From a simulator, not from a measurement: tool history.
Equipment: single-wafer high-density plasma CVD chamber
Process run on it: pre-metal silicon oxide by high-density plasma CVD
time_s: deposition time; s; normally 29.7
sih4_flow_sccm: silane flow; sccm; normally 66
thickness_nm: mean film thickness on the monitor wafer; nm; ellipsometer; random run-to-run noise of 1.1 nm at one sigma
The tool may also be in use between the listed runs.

run      day  time_s  sih4_flow_sccm  read-back reference wafer on the same gauge, thickness_nm  thickness_nm
  1    0.000    29.7              66                                                    220.169       195.378
  2    1.704    29.7              66                                                    219.933       196.060
  3    8.279    29.7              66                                                    219.904       195.004
  4   11.758    31.5              66                                                    219.689       205.658
  5   13.329    31.5              66                                                    219.994       204.889
  6   18.508    29.7              66                                                    220.131       192.818
  7   22.808    26.8              66                                                    220.143       172.916
  8   26.938    26.8              66                                                    219.973       171.898
  9   31.271    29.7              66                                                    220.054       190.756
 10   34.783    29.7              66                                                    219.993       190.666
 11   38.392    29.7              66                                                    219.754       191.085
 12   39.983    29.7              63                                                    219.825       182.266
 13   52.921    29.7              59                                                    219.757       170.358
      54.667  -- silane flow controller replaced
 14   56.929    29.7              59                                                    220.127       179.862
 15   61.275    29.7              66                                                    219.618       197.181
 16   64.225    24.7              66                                                    220.000       163.342
 17   68.350    25.0              66                                                    220.105       164.585
 18   70.958    27.7              74                                                    220.045       203.062
 19   74.300    34.1              78                                                    220.032       263.620
 20   76.429    28.2              58                                                    219.818       162.440
      76.808  -- gauge calibrated
 21   88.950    26.1              71                                                    219.983       181.584
 22   92.004    24.8              76                                                    220.018       185.679
 23   94.371    26.8              66                                                    220.092       173.893
 24   97.138    29.7              79                                                    220.050       227.622
 25  100.379    31.6              61                                                    219.995       186.988
 26  104.538    29.7              66                                                    220.204       190.980
 27  106.700    29.7              66                                                    219.702       191.333
 28  108.492    28.1              55                                                    219.855       151.063
 29  110.388    34.0              57                                                    220.231       189.494
 30  112.129    35.6              66                                                    220.161       228.017

Hidden state or all else? Some run-to-run changes of thickness_nm, split into what the settings, what came in and random variation would give without the hidden state, and what is left for the hidden state (with any gauge scatter that isn't in both results):
The hidden state here: delivered silane flow above the setpoint (%); gauge reads high (%).
Run 13 -> 14: silane flow controller replaced. thickness_nm +9.504 nm: hidden state +8.910, all else +0.594.
Run 18 -> 19: time_s 27.7 -> 34.1, sih4_flow_sccm 74 -> 78. thickness_nm +60.558 nm: hidden state -2.345, all else +62.903.
Run 19 -> 20: time_s 34.1 -> 28.2, sih4_flow_sccm 78 -> 58. thickness_nm -101.180 nm: hidden state +2.178, all else -103.358.
Run 20 -> 21: time_s 28.2 -> 26.1, sih4_flow_sccm 58 -> 71, gauge calibrated. thickness_nm +19.144 nm: hidden state -2.547, all else +21.691.
Run 23 -> 24: time_s 26.8 -> 29.7, sih4_flow_sccm 66 -> 79. thickness_nm +53.729 nm: hidden state -2.648, all else +56.377.

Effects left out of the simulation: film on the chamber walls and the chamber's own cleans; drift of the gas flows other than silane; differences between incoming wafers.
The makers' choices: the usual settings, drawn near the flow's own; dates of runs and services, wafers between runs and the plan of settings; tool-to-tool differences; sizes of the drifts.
